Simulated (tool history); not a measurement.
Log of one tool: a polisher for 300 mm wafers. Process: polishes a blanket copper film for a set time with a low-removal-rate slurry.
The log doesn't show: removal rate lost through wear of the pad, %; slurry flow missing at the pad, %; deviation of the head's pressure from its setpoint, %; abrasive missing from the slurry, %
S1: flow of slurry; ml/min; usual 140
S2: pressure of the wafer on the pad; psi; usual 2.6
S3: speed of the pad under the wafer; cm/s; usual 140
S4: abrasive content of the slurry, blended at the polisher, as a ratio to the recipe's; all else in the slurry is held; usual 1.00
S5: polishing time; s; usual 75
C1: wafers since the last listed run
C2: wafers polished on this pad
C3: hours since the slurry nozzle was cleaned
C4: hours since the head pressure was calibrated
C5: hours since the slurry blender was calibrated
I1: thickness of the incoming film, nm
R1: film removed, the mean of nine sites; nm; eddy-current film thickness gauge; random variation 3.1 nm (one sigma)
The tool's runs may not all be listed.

run    hour   S1   S2   S3    S4  S5   C1    C2     C3      C4     C5      I1     R1
  1     0.0  140  2.3  140  1.00  75    0  1796  225.4   980.0   13.0  1464.9  217.3
       33.5  -- worn pad replaced by a new one
  2    38.9  140  2.3  140  1.00  75  317    49  264.3  1018.9   51.9  1490.6  223.7
  3    89.6  140  2.6  140  1.00  75  461   510  315.0  1069.6  102.6  1487.7  234.3
      133.6  -- slurry nozzle cleaned
  4   134.8  140  2.6  140  1.00  75  401   912    1.2  1114.8  147.8  1491.5  252.2
  5   167.7  140  2.6  140  1.00  75  299  1211   34.1  1147.7  180.7  1468.7  241.3
      216.1  -- worn pad replaced by a new one
  6   216.6  140  2.6  140  0.80  75  408     4   83.0  1196.6  229.6  1466.3  226.8
  7   279.9  140  2.6  140  0.80  75  575   579  146.3  1259.9  292.9  1485.1  221.8
      310.5  -- slurry blender recalibrated
  8   325.9  140  2.6  140  0.80  75  400   979  192.3  1305.9   15.4  1471.7  218.2
  9   357.0  140  2.6  140  1.00  69  282  1262  223.4  1337.0   46.5  1491.1  216.4
 10   405.2  140  1.9  140  1.00  75  438  1701  271.6  1385.2   94.7  1496.6  187.6
      436.5  -- worn pad replaced by a new one
 11   466.2  140  1.9  140  1.00  75  518   270  332.6  1446.2  155.7  1500.2  179.8
 12   495.1  140  2.6  140  1.00  75  262   533  361.5  1475.1  184.6  1459.5  221.9
 13   545.1  140  2.1  140  1.00  75  454   987  411.5  1525.1  234.6  1482.7  184.3
      570.1  -- slurry nozzle cleaned
 14   570.8  140  2.6  140  1.15  90  224  1212    0.7  1550.8  260.3  1459.6  294.3
      614.3  -- worn pad replaced by a new one
 15   639.5  140  2.6  140  1.00  75  588   228   69.4  1619.5  329.0  1478.9  231.0
      647.8  -- slurry blender recalibrated
 16   695.2  190  3.2  156  0.85  75  488   717  125.1  1675.2   47.4  1475.9  292.6
      705.9  -- head pressure recalibrated
 17   758.2  160  1.7  140  1.00  75  554  1271  188.1    52.3  110.4  1460.8  200.6
 18   799.2  140  2.6  140  1.00  75  372  1644  229.1    93.3  151.4  1493.8  254.0
 19   830.8  140  2.6  140  1.00  75  287  1931  260.7   124.9  183.0  1504.7  250.0
      848.6  -- worn pad replaced by a new one
 20   899.6  140  2.0  118  1.00  75  589   463  329.5   193.7  251.8  1452.7  171.6
      901.4  -- slurry nozzle cleaned
 21   923.9  165  3.1  112  1.00  82  211   675   22.5   218.0  276.1  1481.0  260.8
 22   977.7  140  2.6  140  0.85  64  489  1164   76.3   271.8  329.9  1479.7  208.2
     1005.5  -- slurry blender recalibrated
 23  1032.0  140  3.3  118  0.80  87  475  1640  130.6   326.1   26.5  1467.8  276.0

Forecast each of these 3 alternatives for the next run:
  A  1032.5  140  2.6  140  1.00  75   4  1644  131.1  326.6  27.0  1480.7   ?
  B  1032.5  140  2.6  140  1.25  68   4  1644  131.1  326.6  27.0  1480.7   ?
  C  1032.5  140  2.6  100  1.00  75   4  1644  131.1  326.6  27.0  1480.7   ?

run     R1
  A  257.1
  B  250.1
  C  183.7
Without the tool's hidden state the same runs would have given:
run     R1
  A  258.3
  B  251.2
  C  184.5

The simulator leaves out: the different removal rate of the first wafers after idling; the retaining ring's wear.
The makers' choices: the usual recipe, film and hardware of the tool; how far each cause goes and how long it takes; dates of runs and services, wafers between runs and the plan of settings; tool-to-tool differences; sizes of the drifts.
